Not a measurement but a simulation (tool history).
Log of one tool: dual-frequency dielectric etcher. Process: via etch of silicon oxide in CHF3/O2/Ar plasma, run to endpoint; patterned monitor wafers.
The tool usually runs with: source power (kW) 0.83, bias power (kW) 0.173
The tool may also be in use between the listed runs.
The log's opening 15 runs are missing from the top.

run   hour  source power (kW)  bias power (kW)  wafers since the last listed run  hours since the last wet clean  hours since the last source power generator calibration  hours since the last bias power generator calibration  hours since the last upper electrode change  incoming incoming film thickness, nm  endpoint time (s)
     176.8  -- bias power generator calibrated
 16  181.6               0.75             0.16                                31                           447.8                                                     13.5                                                    4.8                                         61.2                                 728.7              389.7
 17  189.3               0.89            0.205                                40                           455.5                                                     21.2                                                   12.5                                         68.9                                 725.9              340.7
     224.7  -- wet clean of the chamber
 18  225.2               0.83            0.173                                62                             0.5                                                     57.1                                                   48.4                                        104.8                                 721.8              359.9
 19  225.6               0.75            0.205                                 2                             0.9                                                     57.5                                                   48.8                                        105.2                                 714.7              341.3
 20  231.8               0.68            0.214                                32                             7.1                                                     63.7                                                     55                                        111.4                                 721.1                345
 21  243.6               0.91            0.149                                61                            18.9                                                     75.5                                                   66.8                                        123.2                                 720.8              375.7
 22  250.6               0.83            0.173                                36                            25.9                                                     82.5                                                   73.8                                        130.2                                 720.1              360.1
 23    263                0.7            0.161                                64                            38.3                                                     94.9                                                   86.2                                        142.6                                 721.8              385.7
 24  271.7               0.83            0.173                                45                              47                                                    103.6                                                   94.9                                        151.3                                   724              364.3
 25  278.3               0.83            0.173                                34                            53.6                                                    110.2                                                  101.5                                        157.9                                 715.5              360.3
 26  289.9               0.66            0.173                                60                            65.2                                                    121.8                                                  113.1                                        169.5                                 723.5              377.6
 27  301.2                0.9            0.159                                58                            76.5                                                    133.1                                                  124.4                                        180.8                                 723.8              369.7
 28  309.2               0.83            0.173                                41                            84.5                                                    141.1                                                  132.4                                        188.8                                 715.7              359.6
 29  316.3               0.97            0.204                                37                            91.6                                                    148.2                                                  139.5                                        195.9                                 719.4              330.1
 30  327.6               0.89            0.186                                58                           102.9                                                    159.5                                                  150.8                                        207.2                                 723.5              349.4
 31  345.2               0.83             0.15                                91                           120.5                                                    177.1                                                  168.4                                        224.8                                 713.8              380.6
 32  359.3               0.83            0.173                                73                           134.6                                                    191.2                                                  182.5                                        238.9                                 723.1              366.4
 33  366.4               0.69            0.191                                37                           141.7                                                    198.3                                                  189.6                                          246                                   730              367.7
 34  398.2               0.92            0.208                               165                           173.5                                                    230.1                                                  221.4                                        277.8                                 713.6                328

Each row is a separate what-if for the run after 34, all from the same tool condition, not one after another. Results?
  A  398.7               0.83            0.204                                 2                             174                                                    230.6                                                  221.9                                        278.3                                 720.8                  ?
  B  398.7               0.71            0.215                                 2                             174                                                    230.6                                                  221.9                                        278.3                                 720.8                  ?
  C  398.7               1.04            0.151                                 2                             174                                                    230.6                                                  221.9                                        278.3                                 720.8                  ?
  D  398.7               0.76            0.173                                 2                             174                                                    230.6                                                  221.9                                        278.3                                 720.8                  ?
  E  398.7               0.83            0.188                                 2                             174                                                    230.6                                                  221.9                                        278.3                                 720.8                  ?

run  endpoint time (s)
  A              340.7
  B              343.5
  C              364.6
  D                369
  E              351.6
With no hidden state in the tool, these same runs would have given:
run  endpoint time (s)
  A              338.6
  B              341.4
  C              362.4
  D              366.6
  E              349.4
